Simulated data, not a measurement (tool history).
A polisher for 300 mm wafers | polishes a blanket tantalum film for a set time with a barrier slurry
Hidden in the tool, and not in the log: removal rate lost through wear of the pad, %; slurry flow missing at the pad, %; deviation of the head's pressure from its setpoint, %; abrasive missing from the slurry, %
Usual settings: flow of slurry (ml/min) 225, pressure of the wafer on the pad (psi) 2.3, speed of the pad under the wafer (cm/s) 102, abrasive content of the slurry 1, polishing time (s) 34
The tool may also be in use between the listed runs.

| run | hour | flow of slurry (ml/min) | pressure of the wafer on the pad (psi) | speed of the pad under the wafer (cm/s) | abrasive content of the slurry | polishing time (s) | wafers since the last listed run | wafers polished on this pad | hours since the slurry nozzle was cleaned | hours since the head pressure was calibrated | hours since the slurry blender was calibrated | incoming thickness of the incoming film, nm | film removed (Å) |
|---|---|---|---|---|---|---|---|---|---|---|---|---|---|
| 1 | 0 | 225 | 2.7 | 102 | 0.9 | 34 | 0 | 242 | 148 | 891.1 | 131.2 | 187.9 | 751 |
| 2 | 12.6 | 225 | 2.7 | 102 | 0.9 | 34 | 190 | 433 | 160.6 | 903.7 | 143.8 | 191.7 | 744 |
|  | 23.1 | slurry blender recalibrated |
| 3 | 23.6 | 225 | 2.7 | 102 | 0.9 | 34 | 136 | 570 | 171.6 | 914.7 | 0.5 | 193.1 | 750 |
| 4 | 39.5 | 260 | 2.3 | 102 | 1 | 34 | 240 | 811 | 187.5 | 930.6 | 16.4 | 190.6 | 702 |
| 5 | 47 | 225 | 2.3 | 102 | 1 | 34 | 113 | 924 | 195 | 938.1 | 23.9 | 187.9 | 680 |
| 6 | 57.3 | 225 | 2.3 | 102 | 1 | 34 | 156 | 1080 | 205.3 | 948.4 | 34.2 | 193 | 678 |
| 7 | 64.6 | 225 | 2 | 86 | 1 | 40 | 110 | 1191 | 212.6 | 955.7 | 41.5 | 191.6 | 635 |
| 8 | 77.1 | 225 | 2.3 | 102 | 1.3 | 27 | 189 | 1380 | 225.1 | 968.2 | 54 | 193.1 | 562 |
| 9 | 92.7 | 225 | 2.3 | 102 | 1 | 41 | 236 | 1616 | 240.7 | 983.8 | 69.6 | 192.2 | 808 |
| 10 | 100.6 | 225 | 2.3 | 102 | 1.1 | 34 | 119 | 1736 | 248.6 | 991.7 | 77.5 | 190.9 | 664 |
|  | 118.9 | worn pad replaced by a new one |
| 11 | 119.4 | 225 | 2.3 | 102 | 1.1 | 34 | 224 | 7 | 267.4 | 1010.5 | 96.3 | 190.2 | 730 |
| 12 | 128.5 | 225 | 2.3 | 102 | 1 | 27 | 137 | 145 | 276.5 | 1019.6 | 105.4 | 186.1 | 557 |
|  | 139.5 | head pressure recalibrated |
| 13 | 143.4 | 225 | 2.3 | 102 | 1.2 | 44 | 195 | 340 | 291.4 | 3.9 | 120.3 | 189.3 | 954 |
| 14 | 150.2 | 225 | 2.3 | 102 | 0.85 | 34 | 103 | 443 | 298.2 | 10.7 | 127.1 | 191.8 | 659 |
|  | 162.5 | slurry nozzle cleaned |
|  | 163.9 | slurry blender recalibrated |
| 15 | 164.4 | 225 | 2.3 | 102 | 1.25 | 34 | 179 | 623 | 1.9 | 24.9 | 0.5 | 186.2 | 728 |
| 16 | 182.2 | 225 | 2.3 | 102 | 1 | 34 | 269 | 892 | 19.7 | 42.7 | 18.3 | 190.5 | 690 |
| 17 | 193.7 | 225 | 2.3 | 84 | 1 | 45 | 174 | 1067 | 31.2 | 54.2 | 29.8 | 191.2 | 790 |
| 18 | 202.8 | 225 | 2.3 | 122 | 1 | 45 | 137 | 1204 | 40.3 | 63.3 | 38.9 | 186.6 | 1049 |
| 19 | 216.4 | 225 | 2.3 | 124 | 1 | 34 | 206 | 1410 | 53.9 | 76.9 | 52.5 | 189.6 | 790 |
| 20 | 229.3 | 225 | 2.6 | 80 | 1 | 34 | 195 | 1606 | 66.8 | 89.8 | 65.4 | 189 | 597 |

Run 21 comes next. What will it give?
|  | 238.5 | worn pad replaced by a new one |
| 21 | 239 | 225 | 2.3 | 102 | 1 | 39 | 86 | 7 | 76.5 | 99.5 | 75.1 | 193 | ? |

Run 21 gave film removed (Å) 813.
Without the tool's hidden state the same run would have given film removed (Å) 819.
